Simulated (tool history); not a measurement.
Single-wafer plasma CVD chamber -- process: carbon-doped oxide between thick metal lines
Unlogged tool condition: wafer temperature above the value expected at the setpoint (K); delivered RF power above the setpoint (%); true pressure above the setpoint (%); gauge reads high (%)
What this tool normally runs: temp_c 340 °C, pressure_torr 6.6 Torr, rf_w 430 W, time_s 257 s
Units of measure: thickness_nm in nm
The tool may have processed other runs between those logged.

run	hour	temp_c	pressure_torr	rf_w	time_s	wafers since the last listed run	hours since the last thermocouple change	hours since the last RF generator calibration	hours since the last manometer calibration	hours since the showerhead was replaced	hours since the gauge calibration	read-back reference wafer on the same gauge, thickness_nm	thickness_nm
1	0	340	6.1	430	257	0	2798.4	1333.5	1746.5	5099.2	138.2	1220.55	1084.095
2	15.3	340	6.1	430	257	77	2813.7	1348.8	1761.8	5114.5	153.5	1220.568	1082.353
3	24	340	6.6	430	257	43	2822.4	1357.5	1770.5	5123.2	162.2	1219.991	1094.257
4	31.1	340	6.6	430	257	35	2829.5	1364.6	1777.6	5130.3	169.3	1219.877	1091.514
5	44.5	340	6.6	430	297	67	2842.9	1378	1791	5143.7	182.7	1219.773	1258.814
6	51	340	6.6	430	297	32	2849.4	1384.5	1797.5	5150.2	189.2	1219.878	1261.579
# hour 98.1: thermocouple changed; heater temperature recalibrated
7	99.1	340	6.6	430	297	202	1	1432.6	1845.6	5198.3	237.3	1219.956	1257.448
8	109.1	336	7.13	430	257	50	11	1442.6	1855.6	5208.3	247.3	1219.514	1109.925
# hour 118.8: capacitance manometer re-zeroed and calibrated
9	119.5	344	6.6	430	257	12	21.4	1453	0.7	5218.7	257.7	1219.774	1077.32
10	131.3	331	8.22	470	223	59	33.2	1464.8	12.5	5230.5	269.5	1220.116	1037.802
# hour 146.4: showerhead replaced
11	153.2	330	5.39	375	307	70	55.1	1486.7	34.4	6.8	291.4	1219.608	1221.564
12	164.4	340	7.72	470	257	56	66.3	1497.9	45.6	18	302.6	1220.219	1157.035
13	177.2	340	6.14	430	238	64	79.1	1510.7	58.4	30.8	315.4	1220	1001.228
# hour 183.8: gauge calibrated
14	187	340	6.6	375	240	49	88.9	1520.5	68.2	40.6	3.2	1220.391	950.749
15	197.5	335	6.6	430	257	52	99.4	1531	78.7	51.1	13.7	1219.911	1106.218
16	206.7	345	6.6	510	291	46	108.6	1540.2	87.9	60.3	22.9	1220.38	1323.239
17	214.9	351	7.05	490	277	41	116.8	1548.4	96.1	68.5	31.1	1220.207	1218.122
18	224.5	340	5.34	390	257	48	126.4	1558	105.7	78.1	40.7	1219.99	1001.569
19	237.5	336	6.6	430	257	65	139.4	1571	118.7	91.1	53.7	1219.871	1102.056
# hour 271.1: RF generator calibrated
20	288.8	340	6.6	430	257	218	190.7	17.7	170	142.4	105	1219.702	1131.931
21	306	340	7.07	365	257	86	207.9	34.9	187.2	159.6	122.2	1219.891	1052.659
22	312.6	340	7.28	430	245	33	214.5	41.5	193.8	166.2	128.8	1220.642	1088.447
23	330	329	5.55	430	257	87	231.9	58.9	211.2	183.6	146.2	1219.979	1147.482
24	345.5	350	6.6	450	257	78	247.4	74.4	226.7	199.1	161.7	1220.84	1121.322
25	355.3	336	6.6	345	257	49	257.2	84.2	236.5	208.9	171.5	1219.68	1031.966
26	362.8	330	6.6	485	257	37	264.7	91.7	244	216.4	179	1219.889	1237.961
27	370	340	7.85	430	286	36	271.9	98.9	251.2	223.6	186.2	1219.947	1273.882
28	380.6	340	6.6	430	257	53	282.5	109.5	261.8	234.2	196.8	1220.229	1130.823

Hidden state at the last listed run before each entry between runs and at the first one after, where it differs:
Run 6 -> run 7: thermocouple changed; heater temperature recalibrated (hour 98.1)
  delivered RF power above the setpoint (%): -7.9 -> -8.15
  the result without the hidden state subtracted from the measured one, thickness_nm: -51.702 -> -53.282 nm
Run 8 -> run 9: capacitance manometer re-zeroed and calibrated (hour 118.8)
  delivered RF power above the setpoint (%): -8.21 -> -8.26
  the result without the hidden state subtracted from the measured one, thickness_nm: -47.353 -> -46.287 nm
Run 10 -> run 11: showerhead replaced (hour 146.4)
  delivered RF power above the setpoint (%): -8.33 -> -8.44
  the result without the hidden state subtracted from the measured one, thickness_nm: -44.338 -> -55.227 nm
Run 13 -> run 14: gauge calibrated (hour 183.8)
  delivered RF power above the setpoint (%): -8.57 -> -8.62
  the result without the hidden state subtracted from the measured one, thickness_nm: -44.697 -> -43.961 nm
Run 19 -> run 20: RF generator calibrated (hour 271.1)
  delivered RF power above the setpoint (%): -8.89 -> -0.904
  the result without the hidden state subtracted from the measured one, thickness_nm: -51.138 -> -5.091 nm

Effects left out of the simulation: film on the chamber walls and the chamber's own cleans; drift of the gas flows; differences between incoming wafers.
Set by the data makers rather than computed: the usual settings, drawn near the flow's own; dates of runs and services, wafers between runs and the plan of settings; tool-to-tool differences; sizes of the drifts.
